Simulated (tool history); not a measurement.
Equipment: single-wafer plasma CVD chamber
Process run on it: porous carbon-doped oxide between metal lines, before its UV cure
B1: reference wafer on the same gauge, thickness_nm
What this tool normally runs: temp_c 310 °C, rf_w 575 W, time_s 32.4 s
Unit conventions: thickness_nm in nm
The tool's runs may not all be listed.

{"run": 1, "hour": 0.0, "temp_c": 315, "rf_w": 575, "time_s": 32.4, "B1": 138.953, "thickness_nm": 156.703}
{"run": 2, "hour": 49.2, "temp_c": 315, "rf_w": 575, "time_s": 32.4, "B1": 139.047, "thickness_nm": 156.377}
{"run": 3, "hour": 80.4, "temp_c": 310, "rf_w": 575, "time_s": 28.9, "B1": 138.981, "thickness_nm": 143.002}
{"hour": 107.9, "done": "gauge calibrated"}
{"run": 4, "hour": 115.7, "temp_c": 310, "rf_w": 575, "time_s": 32.4, "B1": 138.799, "thickness_nm": 159.926}
{"run": 5, "hour": 144.5, "temp_c": 310, "rf_w": 575, "time_s": 32.4, "B1": 138.83, "thickness_nm": 158.885}
{"run": 6, "hour": 178.3, "temp_c": 310, "rf_w": 575, "time_s": 32.4, "B1": 139.251, "thickness_nm": 159.81}
{"run": 7, "hour": 229.3, "temp_c": 310, "rf_w": 530, "time_s": 32.4, "B1": 139.028, "thickness_nm": 154.336}
{"run": 8, "hour": 283.6, "temp_c": 310, "rf_w": 530, "time_s": 32.4, "B1": 138.992, "thickness_nm": 154.017}
{"run": 9, "hour": 308.8, "temp_c": 310, "rf_w": 530, "time_s": 32.4, "B1": 139.162, "thickness_nm": 152.505}
{"run": 10, "hour": 362.7, "temp_c": 313, "rf_w": 575, "time_s": 32.4, "B1": 139.185, "thickness_nm": 154.638}
{"run": 11, "hour": 418.6, "temp_c": 306, "rf_w": 575, "time_s": 35.9, "B1": 139.029, "thickness_nm": 180.769}
{"hour": 433.9, "done": "RF generator calibrated"}
{"run": 12, "hour": 447.1, "temp_c": 299, "rf_w": 575, "time_s": 32.4, "B1": 139.285, "thickness_nm": 173.97}
{"run": 13, "hour": 497.9, "temp_c": 310, "rf_w": 575, "time_s": 32.4, "B1": 138.923, "thickness_nm": 163.324}
{"run": 14, "hour": 528.7, "temp_c": 310, "rf_w": 575, "time_s": 32.4, "B1": 138.975, "thickness_nm": 161.507}
{"run": 15, "hour": 594.0, "temp_c": 310, "rf_w": 575, "time_s": 32.4, "B1": 138.883, "thickness_nm": 161.816}
{"run": 16, "hour": 629.5, "temp_c": 310, "rf_w": 575, "time_s": 32.4, "B1": 138.795, "thickness_nm": 162.495}
{"run": 17, "hour": 664.6, "temp_c": 301, "rf_w": 515, "time_s": 32.4, "B1": 139.168, "thickness_nm": 162.504}
{"run": 18, "hour": 698.1, "temp_c": 316, "rf_w": 655, "time_s": 37.1, "B1": 139.05, "thickness_nm": 190.062}
{"run": 19, "hour": 731.3, "temp_c": 306, "rf_w": 575, "time_s": 35.9, "B1": 138.97, "thickness_nm": 180.851}
{"run": 20, "hour": 764.3, "temp_c": 302, "rf_w": 480, "time_s": 27.4, "B1": 139.043, "thickness_nm": 134.442}
{"run": 21, "hour": 810.4, "temp_c": 298, "rf_w": 615, "time_s": 34.4, "B1": 138.922, "thickness_nm": 188.96}
{"run": 22, "hour": 867.6, "temp_c": 310, "rf_w": 575, "time_s": 32.4, "B1": 138.846, "thickness_nm": 160.622}
{"run": 23, "hour": 934.3, "temp_c": 323, "rf_w": 635, "time_s": 29.4, "B1": 139.167, "thickness_nm": 141.175}
{"run": 24, "hour": 961.8, "temp_c": 310, "rf_w": 575, "time_s": 32.4, "B1": 139.031, "thickness_nm": 161.11}
{"run": 25, "hour": 1025.6, "temp_c": 321, "rf_w": 540, "time_s": 35.4, "B1": 139.065, "thickness_nm": 160.543}
{"hour": 1055.1, "done": "gauge calibrated"}
{"hour": 1061.6, "done": "thermocouple changed; heater temperature recalibrated"}
{"run": 26, "hour": 1062.1, "temp_c": 317, "rf_w": 475, "time_s": 37.7, "B1": 138.853, "thickness_nm": 169.364}
{"run": 27, "hour": 1105.2, "temp_c": 310, "rf_w": 575, "time_s": 32.4, "B1": 138.827, "thickness_nm": 167.102}
{"hour": 1138.0, "done": "showerhead replaced"}
{"run": 28, "hour": 1138.5, "temp_c": 296, "rf_w": 525, "time_s": 27.7, "B1": 138.753, "thickness_nm": 149.531}
{"run": 29, "hour": 1177.2, "temp_c": 310, "rf_w": 575, "time_s": 32.4, "B1": 138.837, "thickness_nm": 165.631}
{"run": 30, "hour": 1235.9, "temp_c": 297, "rf_w": 575, "time_s": 32.4, "B1": 139.079, "thickness_nm": 180.887}
{"run": 31, "hour": 1304.0, "temp_c": 310, "rf_w": 575, "time_s": 32.4, "B1": 138.976, "thickness_nm": 166.644}
{"run": 32, "hour": 1340.7, "temp_c": 310, "rf_w": 575, "time_s": 32.4, "B1": 138.924, "thickness_nm": 165.945}
{"run": 33, "hour": 1396.3, "temp_c": 310, "rf_w": 500, "time_s": 36.0, "B1": 139.023, "thickness_nm": 172.923}
{"run": 34, "hour": 1453.1, "temp_c": 310, "rf_w": 640, "time_s": 32.4, "B1": 139.284, "thickness_nm": 172.98}

Hidden state or all else? Some run-to-run changes of thickness_nm, split into what the settings, what came in and random variation would give without the hidden state, and what is left for the hidden state (with any gauge scatter that isn't in both results):
Hidden conditions of the tool in this case: wafer temperature above the value expected at the setpoint (K); delivered RF power above the setpoint (%); gauge reads high (%).
Run 11 -> 12: temp_c 306 -> 299, time_s 35.9 -> 32.4, RF generator calibrated. thickness_nm -6.799 nm: hidden state +6.310, all else -13.109.
Run 19 -> 20: temp_c 306 -> 302, rf_w 575 -> 480, time_s 35.9 -> 27.4. thickness_nm -46.409 nm: hidden state +1.157, all else -47.566.
Run 20 -> 21: temp_c 302 -> 298, rf_w 480 -> 615, time_s 27.4 -> 34.4. thickness_nm +54.518 nm: hidden state -2.297, all else +56.815.
Run 21 -> 22: temp_c 298 -> 310, rf_w 615 -> 575, time_s 34.4 -> 32.4. thickness_nm -28.338 nm: hidden state +1.107, all else -29.445.
Run 25 -> 26: temp_c 321 -> 317, rf_w 540 -> 475, time_s 35.4 -> 37.7, gauge calibrated, thermocouple changed; heater temperature recalibrated. thickness_nm +8.821 nm: hidden state +5.950, all else +2.871.
